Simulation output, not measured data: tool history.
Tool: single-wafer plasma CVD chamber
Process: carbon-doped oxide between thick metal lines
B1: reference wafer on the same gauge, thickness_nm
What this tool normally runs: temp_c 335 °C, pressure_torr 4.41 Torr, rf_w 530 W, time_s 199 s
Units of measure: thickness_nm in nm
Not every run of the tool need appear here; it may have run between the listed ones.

{"run": 1, "hour": 0.0, "temp_c": 335, "pressure_torr": 4.41, "rf_w": 465, "time_s": 199, "B1": 1078.209, "thickness_nm": 1135.319}
{"run": 2, "hour": 238.0, "temp_c": 335, "pressure_torr": 4.41, "rf_w": 465, "time_s": 199, "B1": 1066.375, "thickness_nm": 1131.421}
{"run": 3, "hour": 310.1, "temp_c": 335, "pressure_torr": 4.41, "rf_w": 465, "time_s": 199, "B1": 1063.803, "thickness_nm": 1112.935}
{"hour": 334.8, "done": "thermocouple changed; heater temperature recalibrated"}
{"hour": 364.2, "done": "showerhead replaced"}
{"run": 4, "hour": 364.7, "temp_c": 335, "pressure_torr": 4.41, "rf_w": 530, "time_s": 199, "B1": 1062.407, "thickness_nm": 1185.126}
{"hour": 404.1, "done": "RF generator calibrated"}
{"run": 5, "hour": 404.6, "temp_c": 335, "pressure_torr": 4.41, "rf_w": 530, "time_s": 199, "B1": 1059.974, "thickness_nm": 1192.564}
{"run": 6, "hour": 449.2, "temp_c": 335, "pressure_torr": 4.81, "rf_w": 530, "time_s": 199, "B1": 1059.317, "thickness_nm": 1200.939}
{"run": 7, "hour": 496.0, "temp_c": 335, "pressure_torr": 4.81, "rf_w": 530, "time_s": 199, "B1": 1059.409, "thickness_nm": 1188.303}
{"run": 8, "hour": 601.1, "temp_c": 335, "pressure_torr": 4.41, "rf_w": 530, "time_s": 199, "B1": 1058.84, "thickness_nm": 1183.632}
{"run": 9, "hour": 692.6, "temp_c": 335, "pressure_torr": 4.41, "rf_w": 430, "time_s": 199, "B1": 1056.648, "thickness_nm": 1077.61}
{"hour": 717.6, "done": "capacitance manometer re-zeroed and calibrated"}
{"hour": 783.3, "done": "gauge calibrated"}
{"run": 10, "hour": 800.0, "temp_c": 347, "pressure_torr": 4.41, "rf_w": 530, "time_s": 199, "B1": 1104.095, "thickness_nm": 1179.557}
{"run": 11, "hour": 846.0, "temp_c": 335, "pressure_torr": 4.41, "rf_w": 530, "time_s": 199, "B1": 1100.506, "thickness_nm": 1230.608}
{"run": 12, "hour": 906.6, "temp_c": 335, "pressure_torr": 4.41, "rf_w": 530, "time_s": 199, "B1": 1094.287, "thickness_nm": 1208.172}
{"run": 13, "hour": 976.1, "temp_c": 331, "pressure_torr": 4.41, "rf_w": 630, "time_s": 161, "B1": 1090.155, "thickness_nm": 1072.519}
{"run": 14, "hour": 1015.9, "temp_c": 335, "pressure_torr": 4.84, "rf_w": 530, "time_s": 199, "B1": 1086.06, "thickness_nm": 1223.868}
{"run": 15, "hour": 1111.9, "temp_c": 335, "pressure_torr": 3.87, "rf_w": 530, "time_s": 199, "B1": 1080.003, "thickness_nm": 1183.749}

How would selected steps in thickness_nm from run to run divide? Give the signed amount a tool lacking its hidden state would still show from settings, what came in and random variation, and the signed amount left for the hidden state, including any gauge scatter that is not in both of the compared results.
The tool's hidden condition here consists of: wafer temperature above the value expected at the setpoint (K); delivered RF power above the setpoint (%); true pressure above the setpoint (%); gauge reads high (%).
Run 9 -> 10: temp_c 335 -> 347, rf_w 430 -> 530, capacitance manometer re-zeroed and calibrated, gauge calibrated. thickness_nm +101.947 nm: hidden state +50.223, all else +51.724.
Run 13 -> 14: temp_c 331 -> 335, pressure_torr 4.41 -> 4.84, rf_w 630 -> 530, time_s 161 -> 199. thickness_nm +151.349 nm: hidden state -4.772, all else +156.121.

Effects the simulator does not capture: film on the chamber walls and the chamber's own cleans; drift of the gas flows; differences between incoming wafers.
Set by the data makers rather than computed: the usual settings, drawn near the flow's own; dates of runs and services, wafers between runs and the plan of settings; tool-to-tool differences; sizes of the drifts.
